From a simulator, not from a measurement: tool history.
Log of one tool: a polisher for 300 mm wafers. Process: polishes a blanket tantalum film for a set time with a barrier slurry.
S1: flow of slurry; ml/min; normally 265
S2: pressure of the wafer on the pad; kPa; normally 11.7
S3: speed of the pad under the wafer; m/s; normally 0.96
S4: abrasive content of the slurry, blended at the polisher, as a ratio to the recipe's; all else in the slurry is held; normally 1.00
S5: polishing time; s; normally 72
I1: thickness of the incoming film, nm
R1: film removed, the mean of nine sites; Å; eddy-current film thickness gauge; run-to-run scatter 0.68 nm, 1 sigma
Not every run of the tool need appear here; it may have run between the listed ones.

{"run": 1, "hour": 0.0, "S1": 265, "S2": 11.7, "S3": 0.96, "S4": 1.0, "S5": 72, "I1": 272.2, "R1": 953}
{"hour": 7.3, "done": "head pressure recalibrated"}
{"run": 2, "hour": 10.4, "S1": 265, "S2": 11.7, "S3": 0.96, "S4": 1.0, "S5": 72, "I1": 267.9, "R1": 938}
{"run": 3, "hour": 26.7, "S1": 265, "S2": 11.7, "S3": 0.96, "S4": 1.0, "S5": 72, "I1": 270.2, "R1": 955}
{"run": 4, "hour": 40.6, "S1": 265, "S2": 14.5, "S3": 0.96, "S4": 1.0, "S5": 72, "I1": 266.1, "R1": 1151}
{"run": 5, "hour": 56.5, "S1": 265, "S2": 11.7, "S3": 0.96, "S4": 1.0, "S5": 72, "I1": 264.6, "R1": 943}
{"run": 6, "hour": 65.0, "S1": 265, "S2": 11.7, "S3": 0.96, "S4": 1.0, "S5": 72, "I1": 273.1, "R1": 943}
{"run": 7, "hour": 74.0, "S1": 320, "S2": 11.7, "S3": 0.96, "S4": 1.1, "S5": 72, "I1": 267.2, "R1": 985}
{"run": 8, "hour": 82.3, "S1": 265, "S2": 11.7, "S3": 0.74, "S4": 0.75, "S5": 49, "I1": 271.7, "R1": 472}
{"hour": 97.8, "done": "worn pad replaced by a new one"}
{"run": 9, "hour": 100.0, "S1": 265, "S2": 11.7, "S3": 0.96, "S4": 1.0, "S5": 72, "I1": 271.9, "R1": 951}
{"run": 10, "hour": 115.5, "S1": 265, "S2": 9.0, "S3": 1.24, "S4": 1.0, "S5": 72, "I1": 268.4, "R1": 848}
{"hour": 121.3, "done": "slurry blender recalibrated"}
{"run": 11, "hour": 126.0, "S1": 265, "S2": 13.8, "S3": 0.64, "S4": 1.0, "S5": 72, "I1": 265.7, "R1": 861}
{"run": 12, "hour": 143.4, "S1": 265, "S2": 11.7, "S3": 0.96, "S4": 1.0, "S5": 72, "I1": 272.1, "R1": 929}
{"run": 13, "hour": 157.6, "S1": 265, "S2": 11.7, "S3": 0.96, "S4": 1.0, "S5": 72, "I1": 270.7, "R1": 919}
{"run": 14, "hour": 171.5, "S1": 265, "S2": 11.7, "S3": 0.82, "S4": 1.0, "S5": 72, "I1": 265.0, "R1": 828}
{"run": 15, "hour": 187.0, "S1": 265, "S2": 13.8, "S3": 0.96, "S4": 1.0, "S5": 72, "I1": 272.3, "R1": 1081}
{"run": 16, "hour": 202.7, "S1": 265, "S2": 11.7, "S3": 0.96, "S4": 1.0, "S5": 72, "I1": 271.7, "R1": 906}
{"hour": 212.5, "done": "worn pad replaced by a new one"}
{"run": 17, "hour": 213.6, "S1": 360, "S2": 11.7, "S3": 0.96, "S4": 1.0, "S5": 79, "I1": 269.8, "R1": 1037}
{"run": 18, "hour": 229.0, "S1": 330, "S2": 13.1, "S3": 1.16, "S4": 1.0, "S5": 63, "I1": 269.1, "R1": 1031}
{"run": 19, "hour": 268.0, "S1": 265, "S2": 11.7, "S3": 0.96, "S4": 1.0, "S5": 72, "I1": 268.9, "R1": 894}
{"hour": 271.5, "done": "slurry nozzle cleaned"}
{"run": 20, "hour": 278.6, "S1": 265, "S2": 8.3, "S3": 0.96, "S4": 1.0, "S5": 72, "I1": 272.0, "R1": 679}
{"run": 21, "hour": 286.5, "S1": 265, "S2": 11.7, "S3": 0.96, "S4": 1.0, "S5": 72, "I1": 269.9, "R1": 953}
{"run": 22, "hour": 294.7, "S1": 265, "S2": 11.7, "S3": 0.64, "S4": 1.0, "S5": 72, "I1": 269.8, "R1": 764}

Forecast run 23:
{"run": 23, "hour": 308.7, "S1": 335, "S2": 13.1, "S3": 0.86, "S4": 1.1, "S5": 72, "I1": 266.5, "R1": "?"}

R1: 1053 Å
With no hidden state in the tool, this same run would have given R1 1058 Å.

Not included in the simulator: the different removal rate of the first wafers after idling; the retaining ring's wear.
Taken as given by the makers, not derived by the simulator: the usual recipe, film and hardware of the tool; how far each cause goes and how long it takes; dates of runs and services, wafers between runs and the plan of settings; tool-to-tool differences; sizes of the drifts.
